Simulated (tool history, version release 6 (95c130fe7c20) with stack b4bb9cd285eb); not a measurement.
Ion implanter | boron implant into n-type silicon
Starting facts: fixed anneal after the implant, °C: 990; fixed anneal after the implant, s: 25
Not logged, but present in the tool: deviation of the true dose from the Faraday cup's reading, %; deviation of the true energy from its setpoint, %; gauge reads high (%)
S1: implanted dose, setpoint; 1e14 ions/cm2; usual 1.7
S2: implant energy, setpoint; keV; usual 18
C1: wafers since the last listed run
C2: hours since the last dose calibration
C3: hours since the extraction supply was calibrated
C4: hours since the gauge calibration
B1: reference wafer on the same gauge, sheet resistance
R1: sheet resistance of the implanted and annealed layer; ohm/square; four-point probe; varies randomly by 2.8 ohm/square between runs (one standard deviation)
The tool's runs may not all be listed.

run    hour    S1    S2    C1      C2      C3     C4      B1      R1
  1       0   1.7  20.5     0   572.6  4992.1  314.2  477.09  505.85
  2    94.2   1.7    18  2110   666.8  5086.3  408.4  477.58  510.34
  3   144.9   1.7    18  1135   717.5    5137  459.1  478.13  511.29
  4   189.4   1.7    18   996     762  5181.5  503.6  476.77  514.67
  5   226.6   1.7    18   833   799.2  5218.7  540.8  476.73  509.63
      241.2  -- gauge calibrated
  6   281.2   1.7    18  1223   853.8  5273.3     40  477.01  509.53
  7   381.2   1.7    18  2240   953.8  5373.3    140  477.18  513.64
  8   482.4   1.7    18  2267    1055  5474.5  241.2  476.65  522.88
  9   580.7   1.3  15.5  2202  1153.3  5572.8  339.5  477.01  654.42
 10   627.6   1.7    18  1050  1200.2  5619.7  386.4  476.17  517.44
 11   709.4   1.7    18  1832    1282  5701.5  468.2  478.57  519.52
      753.4  -- Faraday cup replaced and dose calibrated
 12   756.9   1.7    18   884     3.5    5749  515.7  477.33     504
      850.8  -- extraction supply calibrated
 13   851.3  1.43    15  1935    97.9     0.5  610.1  477.14   589.7
        862  -- gauge calibrated
 14   939.3  1.85  14.5  1971   185.9    88.5   77.3  477.32  484.92
 15   988.5  2.07    18  1102   235.1   137.7  126.5  477.42  430.93
 16  1079.2   2.1  21.5  2031   325.8   228.4  217.2  477.67  418.17

Results for each run, recomputed without the tool's hidden state and with each run's random variation untouched:
run      R1
  1  499.91
  2  503.24
  3  503.64
  4  506.48
  5  501.12
  6  500.43
  7  503.39
  8  511.33
  9  638.77
 10  504.42
 11  505.55
 12  505.01
 13   589.7
 14  484.01
 15  429.68
 16  416.18
